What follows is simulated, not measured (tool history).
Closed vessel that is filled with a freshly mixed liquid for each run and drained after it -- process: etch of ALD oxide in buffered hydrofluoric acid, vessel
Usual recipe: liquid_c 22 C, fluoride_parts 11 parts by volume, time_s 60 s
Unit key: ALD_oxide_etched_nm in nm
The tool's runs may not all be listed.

| run | day | liquid_c | fluoride_parts | time_s | wafers since the last listed run | hours since the thermometer was replaced | hours since the hydrofluoric acid flow meter was replaced | hours since the gauge calibration | read-back film thickness of the ALD oxide reference wafer, read on the same gauge (nm) | ALD_oxide_etched_nm |
|---|---|---|---|---|---|---|---|---|---|---|
| 1 | 0 | 22 | 11 | 60 | 0 | 882.6 | 283.9 | 1614 | 116.76 | 87.25 |
| 2 | 4.396 | 22 | 11 | 60 | 11502 | 988.1 | 389.4 | 1719.5 | 116.53 | 85.89 |
|  | 5.721 | thermometer replaced |
| 3 | 6.879 | 22 | 11 | 80 | 6389 | 27.8 | 449 | 1779.1 | 116.36 | 116.56 |
| 4 | 11.092 | 22 | 11 | 80 | 11022 | 128.9 | 550.1 | 1880.2 | 116.2 | 114.41 |
| 5 | 13.142 | 22 | 11 | 80 | 5364 | 178.1 | 599.3 | 1929.4 | 116.07 | 114.57 |
| 6 | 16.042 | 22 | 11 | 60 | 7588 | 247.7 | 668.9 | 1999 | 115.97 | 86.88 |
| 7 | 19.967 | 22 | 11 | 60 | 10270 | 341.9 | 763.1 | 2093.2 | 115.77 | 84.56 |
| 8 | 23.529 | 24 | 12 | 60 | 9321 | 427.4 | 848.6 | 2178.7 | 115.61 | 88.31 |
| 9 | 27.508 | 24 | 12 | 60 | 10412 | 522.9 | 944.1 | 2274.2 | 115.43 | 87.81 |
| 10 | 30.458 | 24 | 12 | 60 | 7719 | 593.7 | 1014.9 | 2345 | 115.33 | 89.13 |
| 11 | 31.988 | 22 | 11 | 60 | 4001 | 630.4 | 1051.6 | 2381.7 | 115.22 | 86.1 |
| 12 | 33.804 | 22 | 11 | 60 | 4753 | 674 | 1095.2 | 2425.3 | 115.13 | 86.36 |
| 13 | 35.596 | 22 | 11 | 60 | 4688 | 717 | 1138.2 | 2468.3 | 115.04 | 85.24 |
|  | 36.754 | hydrofluoric acid flow meter replaced |
| 14 | 37.817 | 22 | 11 | 60 | 5702 | 770.3 | 25.5 | 2521.6 | 114.92 | 84.68 |
| 15 | 42.133 | 21 | 11 | 60 | 11295 | 873.9 | 129.1 | 2625.2 | 114.76 | 80.34 |
| 16 | 45.192 | 21 | 11 | 60 | 8002 | 947.3 | 202.5 | 2698.6 | 114.56 | 80.73 |
|  | 51.446 | thermometer replaced |
| 17 | 55.079 | 22 | 11 | 60 | 25763 | 87.2 | 439.8 | 2935.9 | 114.06 | 83.19 |
| 18 | 64.842 | 17.5 | 11 | 80 | 25545 | 321.5 | 674.1 | 3170.2 | 113.65 | 86.76 |
| 19 | 68.333 | 26 | 8.5 | 35 | 9136 | 405.3 | 757.9 | 3254 | 113.44 | 75.73 |
| 20 | 69.875 | 22 | 11 | 60 | 4034 | 442.3 | 794.9 | 3291 | 113.37 | 83.66 |
|  | 70.192 | gauge calibrated |
| 21 | 73.388 | 24.5 | 11 | 50 | 9191 | 526.6 | 879.2 | 76.7 | 120.56 | 85.94 |
| 22 | 85.729 | 22 | 11 | 85 | 32294 | 822.8 | 1175.4 | 372.9 | 119.93 | 125.95 |
| 23 | 88.879 | 23.5 | 6.5 | 45 | 8242 | 898.4 | 1251 | 448.5 | 119.8 | 118.06 |
|  | 90.096 | hydrofluoric acid flow meter replaced |
| 24 | 93.125 | 20 | 11 | 30 | 11000 | 1000.3 | 72.7 | 550.4 | 119.62 | 39.75 |
| 25 | 95.683 | 17 | 11 | 90 | 6694 | 1061.7 | 134.1 | 611.8 | 119.51 | 102.25 |
| 26 | 97.612 | 22 | 14 | 85 | 5047 | 1108 | 180.4 | 658.1 | 119.4 | 98.81 |
| 27 | 101.288 | 22 | 11 | 60 | 9616 | 1196.2 | 268.6 | 746.3 | 119.19 | 88.04 |
|  | 102.638 | thermometer replaced |
| 28 | 103.367 | 22 | 11 | 60 | 5331 | 17.5 | 318.5 | 796.2 | 119.11 | 88.9 |
| 29 | 107.162 | 25 | 11 | 95 | 9932 | 108.6 | 409.6 | 887.3 | 118.89 | 167.55 |
| 30 | 108.896 | 19 | 15 | 90 | 4535 | 150.2 | 451.2 | 928.9 | 118.85 | 82.48 |
| 31 | 110.988 | 19 | 7.5 | 60 | 5473 | 200.4 | 501.4 | 979.1 | 118.79 | 108.21 |
| 32 | 112.733 | 22 | 11 | 60 | 4568 | 242.3 | 543.3 | 1021 | 118.63 | 88.08 |
| 33 | 116.038 | 22 | 9.5 | 90 | 8645 | 321.6 | 622.6 | 1100.3 | 118.51 | 149.85 |
| 34 | 119.267 | 22 | 14 | 50 | 8449 | 399.1 | 700.1 | 1177.8 | 118.34 | 57.65 |

Each row is a separate what-if for the run after 34, all from the same tool condition, not one after another. Results?
| A | 119.296 | 22 | 11 | 60 | 76 | 399.8 | 700.8 | 1178.5 | ? | ? |
| B | 119.296 | 18 | 15.5 | 60 | 76 | 399.8 | 700.8 | 1178.5 | ? | ? |
| C | 119.296 | 20.5 | 9.5 | 30 | 76 | 399.8 | 700.8 | 1178.5 | ? | ? |
| D | 119.296 | 20 | 11 | 60 | 76 | 399.8 | 700.8 | 1178.5 | ? | ? |

| run | read-back film thickness of the ALD oxide reference wafer, read on the same gauge (nm) | ALD_oxide_etched_nm |
|---|---|---|
| A | 118.34 | 89.36 |
| B | 118.34 | 51.02 |
| C | 118.34 | 46.59 |
| D | 118.34 | 79.95 |
Stripped of hidden state, with their random variation kept, the same runs would have yielded:
| run | ALD_oxide_etched_nm |
|---|---|
| A | 90.6 |
| B | 51.73 |
| C | 47.24 |
| D | 81.06 |
